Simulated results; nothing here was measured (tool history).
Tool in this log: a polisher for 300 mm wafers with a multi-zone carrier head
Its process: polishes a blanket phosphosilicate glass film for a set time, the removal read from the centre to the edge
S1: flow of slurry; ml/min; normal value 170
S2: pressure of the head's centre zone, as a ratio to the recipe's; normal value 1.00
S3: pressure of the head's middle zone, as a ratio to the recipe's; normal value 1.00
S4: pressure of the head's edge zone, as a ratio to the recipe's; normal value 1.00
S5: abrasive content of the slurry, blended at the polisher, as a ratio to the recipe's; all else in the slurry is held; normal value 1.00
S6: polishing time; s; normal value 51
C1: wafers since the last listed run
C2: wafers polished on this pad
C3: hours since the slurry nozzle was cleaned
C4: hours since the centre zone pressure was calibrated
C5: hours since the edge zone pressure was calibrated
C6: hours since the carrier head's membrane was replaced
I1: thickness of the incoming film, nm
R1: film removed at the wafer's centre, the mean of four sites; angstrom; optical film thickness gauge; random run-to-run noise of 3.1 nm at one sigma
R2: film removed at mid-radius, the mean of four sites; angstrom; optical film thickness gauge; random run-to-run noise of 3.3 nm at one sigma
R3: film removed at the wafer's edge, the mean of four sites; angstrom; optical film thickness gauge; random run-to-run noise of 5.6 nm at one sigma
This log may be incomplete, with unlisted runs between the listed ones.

| run | hour | S1 | S2 | S3 | S4 | S5 | S6 | C1 | C2 | C3 | C4 | C5 | C6 | I1 | R1 | R2 | R3 |
|---|---|---|---|---|---|---|---|---|---|---|---|---|---|---|---|---|---|
| 1 | 0.0 | 170 | 1.00 | 1.00 | 1.00 | 1.20 | 51 | 0 | 82 | 414.6 | 401.4 | 981.2 | 512.8 | 4522.1 | 4588 | 4567 | 4657 |
| 2 | 26.2 | 170 | 1.00 | 1.00 | 1.00 | 0.90 | 51 | 228 | 311 | 440.8 | 427.6 | 1007.4 | 539.0 | 4501.5 | 4094 | 4140 | 4209 |
| 3 | 57.5 | 170 | 1.00 | 0.95 | 1.04 | 1.00 | 51 | 273 | 585 | 472.1 | 458.9 | 1038.7 | 570.3 | 4493.5 | 4143 | 4029 | 4376 |
| 4 | 85.8 | 170 | 1.00 | 0.95 | 1.04 | 1.00 | 51 | 247 | 832 | 500.4 | 487.2 | 1067.0 | 598.6 | 4507.6 | 4115 | 3974 | 4246 |
| 5 | 107.0 | 170 | 1.00 | 0.95 | 1.04 | 1.00 | 51 | 185 | 1017 | 521.6 | 508.4 | 1088.2 | 619.8 | 4431.2 | 4066 | 3955 | 4195 |
|  | 132.1 | worn pad replaced by a new one |
| 6 | 141.9 | 170 | 1.00 | 1.00 | 1.00 | 1.05 | 39 | 270 | 85 | 556.5 | 543.3 | 1123.1 | 654.7 | 4384.9 | 3338 | 3336 | 3366 |
|  | 158.2 | edge zone pressure recalibrated |
| 7 | 174.4 | 170 | 1.00 | 1.00 | 1.00 | 1.05 | 39 | 266 | 352 | 589.0 | 575.8 | 16.2 | 687.2 | 4477.5 | 3308 | 3299 | 3322 |
|  | 194.8 | carrier head's membrane replaced by a new one |
| 8 | 205.5 | 170 | 1.00 | 1.00 | 1.00 | 0.85 | 37 | 228 | 580 | 620.1 | 606.9 | 47.3 | 10.7 | 4437.1 | 2880 | 2871 | 2897 |
| 9 | 237.3 | 195 | 1.00 | 1.00 | 1.00 | 1.00 | 51 | 277 | 858 | 651.9 | 638.7 | 79.1 | 42.5 | 4443.5 | 4264 | 4173 | 4181 |
|  | 244.5 | worn pad replaced by a new one |
| 10 | 262.8 | 170 | 1.00 | 1.00 | 1.00 | 1.05 | 39 | 187 | 159 | 677.4 | 664.2 | 104.6 | 68.0 | 4473.8 | 3347 | 3349 | 3295 |
|  | 270.2 | slurry nozzle cleaned |
| 11 | 281.1 | 170 | 1.00 | 1.00 | 1.00 | 1.00 | 51 | 151 | 311 | 10.9 | 682.5 | 122.9 | 86.3 | 4477.7 | 4228 | 4259 | 4275 |
|  | 290.5 | centre zone pressure recalibrated |
| 12 | 312.9 | 145 | 1.00 | 1.06 | 1.08 | 0.75 | 51 | 260 | 571 | 42.7 | 22.4 | 154.7 | 118.1 | 4423.0 | 3673 | 3825 | 3876 |
| 13 | 328.8 | 170 | 1.00 | 1.00 | 1.00 | 1.00 | 51 | 138 | 710 | 58.6 | 38.3 | 170.6 | 134.0 | 4433.4 | 4156 | 4202 | 4247 |
| 14 | 354.9 | 230 | 0.88 | 1.00 | 1.00 | 1.00 | 51 | 228 | 938 | 84.7 | 64.4 | 196.7 | 160.1 | 4452.9 | 3962 | 4372 | 4382 |
|  | 375.3 | worn pad replaced by a new one |
| 15 | 380.3 | 155 | 1.00 | 1.07 | 1.10 | 0.85 | 51 | 187 | 44 | 110.1 | 89.8 | 222.1 | 185.5 | 4430.9 | 4013 | 4255 | 4290 |
| 16 | 410.3 | 205 | 0.93 | 1.00 | 1.00 | 0.90 | 51 | 262 | 306 | 140.1 | 119.8 | 252.1 | 215.5 | 4443.4 | 4021 | 4272 | 4153 |
| 17 | 423.6 | 170 | 1.00 | 1.00 | 1.00 | 0.90 | 64 | 116 | 422 | 153.4 | 133.1 | 265.4 | 228.8 | 4486.4 | 5116 | 5132 | 5155 |
| 18 | 455.4 | 170 | 1.00 | 1.00 | 1.00 | 1.15 | 51 | 277 | 700 | 185.2 | 164.9 | 297.2 | 260.6 | 4431.2 | 4376 | 4350 | 4391 |
| 19 | 477.7 | 130 | 1.00 | 1.00 | 1.00 | 1.00 | 37 | 194 | 895 | 207.5 | 187.2 | 319.5 | 282.9 | 4372.3 | 2861 | 2837 | 2915 |
|  | 486.8 | worn pad replaced by a new one |
| 20 | 499.5 | 125 | 1.11 | 1.00 | 1.00 | 1.10 | 45 | 155 | 110 | 229.3 | 209.0 | 341.3 | 304.7 | 4359.1 | 3968 | 3678 | 3770 |

Give the tool's hidden conditions for every run:
slurry flow missing at the pad, %: 0 on each run
deviation of the centre zone's pressure from its setpoint, %: 0 on each run
deviation of the edge zone's pressure from its setpoint, %: 0 on each run
H1: removal rate lost through wear of the pad, %
| run | H1 |
|---|---|
| 1 | 0.712 |
| 2 | 1.89 |
| 3 | 3.3 |
| 4 | 4.57 |
| 5 | 5.53 |
| 6 | 0.802 |
| 7 | 2.26 |
| 8 | 3.66 |
| 9 | 5.09 |
| 10 | 0.837 |
| 11 | 1.66 |
| 12 | 3.09 |
| 13 | 3.81 |
| 14 | 4.98 |
| 15 | 0.339 |
| 16 | 1.69 |
| 17 | 2.29 |
| 18 | 3.72 |
| 19 | 4.72 |
| 20 | 0.647 |

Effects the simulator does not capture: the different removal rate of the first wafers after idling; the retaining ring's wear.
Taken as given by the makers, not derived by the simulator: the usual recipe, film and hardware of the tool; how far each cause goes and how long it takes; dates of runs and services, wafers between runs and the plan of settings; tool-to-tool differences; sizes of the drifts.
